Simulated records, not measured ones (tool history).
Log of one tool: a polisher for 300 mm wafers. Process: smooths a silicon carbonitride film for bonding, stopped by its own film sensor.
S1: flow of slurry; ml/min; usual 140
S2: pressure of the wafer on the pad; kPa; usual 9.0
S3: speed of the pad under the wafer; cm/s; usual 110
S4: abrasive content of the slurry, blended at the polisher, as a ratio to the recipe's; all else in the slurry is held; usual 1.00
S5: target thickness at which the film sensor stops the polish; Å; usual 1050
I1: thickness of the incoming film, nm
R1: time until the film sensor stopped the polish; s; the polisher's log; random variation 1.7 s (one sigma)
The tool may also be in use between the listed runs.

run	day	S1	S2	S3	S4	S5	I1	R1
1	0.000	140	6.9	110	1.00	1050	129.0	139.1
# day 1.996: slurry blender recalibrated
2	2.017	140	6.9	110	1.00	1050	132.9	168.8
3	4.267	140	9.0	110	1.00	1050	129.3	110.7
4	7.629	140	9.0	110	1.00	1050	132.0	127.3
5	9.571	140	9.0	110	1.00	1050	131.7	123.7
# day 12.021: worn pad replaced by a new one
6	13.512	140	9.0	110	1.00	1050	132.3	133.4
7	16.546	140	9.0	110	1.00	1050	132.0	136.3
8	19.267	140	9.0	110	1.00	1050	128.5	118.0
# day 19.525: head pressure recalibrated
# day 21.621: slurry nozzle cleaned
# day 22.754: slurry blender recalibrated
9	23.096	140	9.0	110	1.00	1050	130.6	131.9
# day 24.842: worn pad replaced by a new one, repeated, since the last time left the tool worse
10	36.254	140	9.0	120	1.00	1000	130.4	134.1
# day 39.808: worn pad replaced by a new one
11	40.708	140	5.5	110	1.00	1050	128.0	168.3
# day 42.192: slurry nozzle cleaned
# day 42.700: slurry blender recalibrated
# day 44.646: head pressure recalibrated
12	51.217	140	9.0	80	1.00	1110	129.9	113.8
# day 53.167: worn pad replaced by a new one
13	54.696	140	9.0	110	1.00	1100	131.8	97.0
14	57.150	140	9.0	110	0.85	1050	130.8	122.9
15	61.362	140	9.0	110	1.00	1050	130.2	112.9
# day 62.779: slurry nozzle cleaned
# day 63.950: slurry blender recalibrated
16	64.392	185	6.9	110	1.20	980	129.5	170.0
17	66.012	140	9.0	110	1.00	1050	128.2	108.4
# day 67.650: worn pad replaced by a new one
18	69.354	125	10.3	82	1.20	1050	128.8	111.0

Some steps in R1 between neighbouring runs. How much of each would the tool show without its hidden state too (settings, what came in, random variation), and how much is left for the hidden state, with any gauge scatter that isn't in both results?
The hidden state here: removal rate lost through wear of the pad, %; slurry flow missing at the pad, %; deviation of the head's pressure from its setpoint, %; abrasive missing from the slurry, %.
Run 9 -> 10: S3 110 -> 120, S5 1050 -> 1000, worn pad replaced by a new one, repeated, since the last time left the tool worse. R1 +2.2 s: hidden state -13.7, all else +15.9.
Run 16 -> 17: S1 185 -> 140, S2 6.9 -> 9.0, S4 1.20 -> 1.00, S5 980 -> 1050. R1 -61.6 s: hidden state -1.2, all else -60.4.

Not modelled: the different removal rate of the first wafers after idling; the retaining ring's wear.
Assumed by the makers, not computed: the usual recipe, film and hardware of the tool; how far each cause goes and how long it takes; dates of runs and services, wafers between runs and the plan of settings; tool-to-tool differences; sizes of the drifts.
